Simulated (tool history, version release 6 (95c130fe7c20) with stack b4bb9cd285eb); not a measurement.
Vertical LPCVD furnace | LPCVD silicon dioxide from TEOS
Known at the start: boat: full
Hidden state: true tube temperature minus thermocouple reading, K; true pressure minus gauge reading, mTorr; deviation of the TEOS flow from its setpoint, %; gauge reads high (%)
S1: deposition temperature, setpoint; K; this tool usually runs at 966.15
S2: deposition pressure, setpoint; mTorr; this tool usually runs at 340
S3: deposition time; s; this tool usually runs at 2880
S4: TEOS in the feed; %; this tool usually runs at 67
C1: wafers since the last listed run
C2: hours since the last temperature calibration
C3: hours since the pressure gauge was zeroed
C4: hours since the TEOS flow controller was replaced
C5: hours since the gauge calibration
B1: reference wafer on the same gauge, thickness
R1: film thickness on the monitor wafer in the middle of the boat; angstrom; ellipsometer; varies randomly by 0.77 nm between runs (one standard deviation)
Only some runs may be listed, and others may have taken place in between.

run	hour	S1	S2	S3	S4	C1	C2	C3	C4	C5	B1	R1
1	0.0	966.15	340	2880	67	0	2775.5	3503.1	2777.8	498.6	350.08	3347.7
2	93.4	966.15	340	2880	67	1168	2868.9	3596.5	2871.2	592.0	349.85	3346.5
3	195.9	966.15	340	2880	67	1282	2971.4	3699.0	2973.7	694.5	349.94	3340.0
4	266.3	966.15	340	2880	67	880	3041.8	3769.4	3044.1	764.9	350.52	3369.3
5	322.9	966.15	340	2880	67	707	3098.4	3826.0	3100.7	821.5	350.15	3350.7
6	418.2	966.15	340	2400	67	1192	3193.7	3921.3	3196.0	916.8	349.93	2777.2
7	513.3	966.15	340	2880	67	1189	3288.8	4016.4	3291.1	1011.9	350.19	3356.0
8	563.1	966.15	340	2880	67	622	3338.6	4066.2	3340.9	1061.7	349.89	3362.4
# hour 603.7: TEOS flow controller replaced
9	611.8	966.15	340	2880	67	308	3387.3	4114.9	8.1	1110.4	350.03	3352.4
10	754.0	957.15	340	2880	67	1778	3529.5	4257.1	150.3	1252.6	349.86	2705.0
11	853.4	966.15	290	3180	67	1243	3628.9	4356.5	249.7	1352.0	350.00	3428.6
# hour 915.5: thermocouples replaced and temperature profile calibrated
12	935.9	966.15	340	3600	74	731	20.4	4439.0	332.2	1434.5	349.96	4414.0
13	1040.9	966.15	340	2880	67	1313	125.4	4544.0	437.2	1539.5	349.96	3344.7
# hour 1051.4: gauge calibrated
14	1155.4	966.15	340	2880	67	1432	239.9	4658.5	551.7	104.0	350.09	3363.8
15	1235.9	960.15	340	2250	76	1006	320.4	4739.0	632.2	184.5	350.17	2418.7
# hour 1328.7: pressure gauge zeroed
16	1329.2	973.15	315	2880	67	866	413.7	0.5	725.5	277.8	349.55	3709.2
17	1415.1	966.15	340	2880	67	1074	499.6	86.4	811.4	363.7	350.03	3276.0
18	1469.6	973.15	340	3930	67	681	554.1	140.9	865.9	418.2	350.09	5271.9
19	1541.2	971.15	370	2580	75	895	625.7	212.5	937.5	489.8	349.95	3651.5
20	1609.4	957.15	420	2880	75	853	693.9	280.7	1005.7	558.0	349.77	3119.6
21	1686.8	966.15	280	2490	67	968	771.3	358.1	1083.1	635.4	349.59	2581.3
22	1728.5	966.15	340	2430	80	521	813.0	399.8	1124.8	677.1	350.17	3042.1

What if the next run were any one of these 3? Each begins from the tool's condition after run 22:
A	1733.7	966.15	340	2880	67	65	818.2	405.0	1130.0	682.3	?	?
B	1733.7	966.15	405	2880	67	65	818.2	405.0	1130.0	682.3	?	?
C	1733.7	975.15	340	3630	57	65	818.2	405.0	1130.0	682.3	?	?

run	B1	R1
A	349.91	3281.7
B	349.91	3576.2
C	349.91	4708.6
The same runs, with their run-to-run variation unchanged, on a tool lacking any hidden condition would have given:
run	R1
A	3250.5
B	3547.7
C	4664.0
